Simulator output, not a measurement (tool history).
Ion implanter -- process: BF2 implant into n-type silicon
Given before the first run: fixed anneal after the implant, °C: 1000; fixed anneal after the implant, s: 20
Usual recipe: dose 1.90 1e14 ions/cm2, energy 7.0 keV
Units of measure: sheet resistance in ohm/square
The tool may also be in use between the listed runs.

run,hour,dose,energy,wafers since the last listed run,hours since the last dose calibration,hours since the extraction supply was calibrated,hours since the gauge calibration,"read-back reference wafer on the same gauge, sheet resistance",sheet resistance
1,0.0,1.90,7.0,0,332.3,4239.0,956.6,583.71,653.04
2,50.3,1.90,7.0,1500,382.6,4289.3,1006.9,583.80,656.91
3,328.3,1.90,7.0,8293,660.6,4567.3,1284.9,584.68,649.33
4,429.3,1.90,7.0,3013,761.6,4668.3,1385.9,583.63,648.55
5,474.5,1.90,7.0,1348,806.8,4713.5,1431.1,584.32,650.93
6,542.9,1.75,5.0,2040,875.2,4781.9,1499.5,585.37,756.11
7,579.2,1.75,5.0,1082,911.5,4818.2,1535.8,584.36,754.34
8,678.1,1.75,5.0,2950,1010.4,4917.1,1634.7,584.28,760.11
9,778.3,2.30,5.5,2989,1110.6,5017.3,1734.9,584.56,604.42
10,815.0,2.09,7.0,1094,1147.3,5054.0,1771.6,583.96,598.76
11,861.6,2.09,7.0,1390,1193.9,5100.6,1818.2,584.75,606.62
# hour 903.9: extraction supply calibrated
# hour 925.5: gauge calibrated
12,930.8,2.09,7.0,1825,1263.1,26.9,5.3,583.35,597.61
13,984.4,1.90,7.0,1599,1316.7,80.5,58.9,583.93,649.40
14,1058.1,1.78,7.0,2198,1390.4,154.2,132.6,582.76,679.79
15,1136.9,2.17,8.0,2350,1469.2,233.0,211.4,584.15,560.73
16,1209.9,1.90,7.0,2177,1542.2,306.0,284.4,583.74,641.88
17,1312.1,1.48,9.0,3048,1644.4,408.2,386.6,584.34,743.94
18,1348.4,1.90,9.5,1082,1680.7,444.5,422.9,583.50,599.98
19,1394.7,1.34,9.5,1381,1727.0,490.8,469.2,583.92,803.03
20,1454.2,2.36,4.5,1775,1786.5,550.3,528.7,585.18,641.86
21,1539.4,2.24,4.5,2541,1871.7,635.5,613.9,584.20,665.46
22,1602.1,2.31,6.0,1870,1934.4,698.2,676.6,584.04,584.09
23,1709.6,2.05,8.0,3207,2041.9,805.7,784.1,583.90,585.95
24,1752.7,1.46,7.5,1285,2085.0,848.8,827.2,583.87,762.27
# hour 1765.4: Faraday cup replaced and dose calibrated
25,1857.7,2.36,4.5,2893,92.3,953.8,932.2,583.77,649.47
26,1908.1,2.20,7.0,1503,142.7,1004.2,982.6,584.56,585.90
27,2161.3,1.68,5.0,7553,395.9,1257.4,1235.8,584.13,776.82
28,2215.0,1.90,7.0,1602,449.6,1311.1,1289.5,584.23,644.31

The logged runs with the hidden state left out (each run's random variation unchanged):
The hidden state here: deviation of the true dose from the Faraday cup's reading, %; deviation of the true energy from its setpoint, %; gauge reads high (%).
run,sheet resistance
1,653.38
2,657.62
3,652.02
4,651.95
5,654.66
6,760.50
7,758.99
8,765.53
9,609.23
10,604.29
11,612.53
12,603.87
13,656.75
14,688.17
15,568.09
16,650.73
17,756.51
18,610.08
19,817.73
20,650.53
21,674.96
22,593.61
23,597.51
24,778.59
25,648.78
26,585.48
27,778.26
28,646.00
